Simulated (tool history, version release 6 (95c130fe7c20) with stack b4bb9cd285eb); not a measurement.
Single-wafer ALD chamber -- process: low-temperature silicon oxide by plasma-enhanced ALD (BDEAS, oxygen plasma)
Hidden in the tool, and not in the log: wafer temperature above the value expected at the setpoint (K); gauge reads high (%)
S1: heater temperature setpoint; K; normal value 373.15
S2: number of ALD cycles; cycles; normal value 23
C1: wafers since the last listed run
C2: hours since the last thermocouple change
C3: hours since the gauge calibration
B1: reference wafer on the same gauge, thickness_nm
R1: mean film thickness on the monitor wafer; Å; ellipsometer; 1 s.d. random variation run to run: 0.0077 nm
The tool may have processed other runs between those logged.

run	hour	S1	S2	C1	C2	C3	B1	R1
1	0.0	373.15	25	0	2250.3	490.1	2.888	33.04
2	32.9	373.15	25	201	2283.2	523.0	2.885	33.00
3	56.1	373.15	25	141	2306.4	546.2	2.884	32.80
4	89.8	373.15	23	206	2340.1	579.9	2.881	30.13
5	110.8	373.15	23	128	2361.1	600.9	2.885	30.23
6	125.2	373.15	23	88	2375.5	615.3	2.878	30.15
7	152.1	373.15	23	164	2402.4	642.2	2.881	30.21
8	169.0	373.15	23	103	2419.3	659.1	2.883	30.11
9	183.4	373.15	23	88	2433.7	673.5	2.880	30.11
10	210.4	373.15	23	165	2460.7	700.5	2.883	30.04
11	223.3	373.15	23	78	2473.6	713.4	2.880	30.18
12	253.8	373.15	23	186	2504.1	743.9	2.878	30.15
13	272.0	373.15	21	111	2522.3	762.1	2.878	27.55
14	293.6	373.15	21	132	2543.9	783.7	2.877	27.48
15	382.4	373.15	23	543	2632.7	872.5	2.873	30.20
16	406.1	373.15	23	145	2656.4	896.2	2.876	30.24
17	420.0	373.15	23	85	2670.3	910.1	2.874	30.15
# hour 437.1: thermocouple changed; heater temperature recalibrated
18	444.2	373.15	23	99	7.1	934.3	2.875	30.18
19	469.1	373.15	23	152	32.0	959.2	2.875	30.27
20	492.3	373.15	23	141	55.2	982.4	2.874	30.18
21	520.8	373.15	20	174	83.7	1010.9	2.873	26.20
22	545.3	373.15	20	149	108.2	1035.4	2.872	26.30
23	571.2	367.15	20	158	134.1	1061.3	2.871	26.78
24	602.1	365.15	20	189	165.0	1092.2	2.873	26.91
25	627.7	367.15	27	156	190.6	1117.8	2.873	36.22
26	652.8	359.15	21	153	215.7	1142.9	2.873	28.89
27	708.2	386.15	25	339	271.1	1198.3	2.873	31.96
28	736.6	381.15	22	173	299.5	1226.7	2.870	28.39
29	763.7	373.15	23	165	326.6	1253.8	2.872	30.20
30	791.9	362.15	27	172	354.8	1282.0	2.875	36.67
31	827.1	362.15	25	215	390.0	1317.2	2.871	34.13
32	853.4	373.15	23	160	416.3	1343.5	2.873	30.05
33	877.1	385.15	21	145	440.0	1367.2	2.871	26.89
# hour 878.9: gauge calibrated
34	905.3	373.15	23	172	468.2	26.4	2.931	30.68
35	938.0	363.15	21	200	500.9	59.1	2.931	28.98
36	960.9	373.15	23	140	523.8	82.0	2.924	30.58
37	995.5	373.15	23	211	558.4	116.6	2.925	30.60
38	1017.1	373.15	23	132	580.0	138.2	2.920	30.55
39	1030.3	373.15	27	80	593.2	151.4	2.916	35.88
40	1098.3	373.15	23	416	661.2	219.4	2.911	30.46
41	1132.6	365.15	23	209	695.5	253.7	2.907	31.41
42	1157.6	384.15	19	152	720.5	278.7	2.906	24.68
43	1182.5	378.15	20	152	745.4	303.6	2.904	26.19
44	1202.6	369.15	19	123	765.5	323.7	2.903	25.49
45	1226.9	364.15	20	148	789.8	348.0	2.899	27.31
46	1246.2	368.15	25	118	809.1	367.3	2.899	33.49

Exercise: give the hidden state of the tool at every run:
wafer temperature above the value expected at the setpoint (K): 0 at every run
H1: gauge reads high (%)
run	H1
1	-1.45
2	-1.5
3	-1.54
4	-1.58
5	-1.61
6	-1.63
7	-1.66
8	-1.68
9	-1.69
10	-1.72
11	-1.73
12	-1.76
13	-1.78
14	-1.79
15	-1.86
16	-1.87
17	-1.88
18	-1.89
19	-1.91
20	-1.92
21	-1.93
22	-1.94
23	-1.95
24	-1.96
25	-1.97
26	-1.98
27	-2
28	-2.01
29	-2.01
30	-2.02
31	-2.03
32	-2.03
33	-2.04
34	0.116
35	-0.0435
36	-0.148
37	-0.294
38	-0.38
39	-0.43
40	-0.664
41	-0.767
42	-0.838
43	-0.904
44	-0.954
45	-1.01
46	-1.06

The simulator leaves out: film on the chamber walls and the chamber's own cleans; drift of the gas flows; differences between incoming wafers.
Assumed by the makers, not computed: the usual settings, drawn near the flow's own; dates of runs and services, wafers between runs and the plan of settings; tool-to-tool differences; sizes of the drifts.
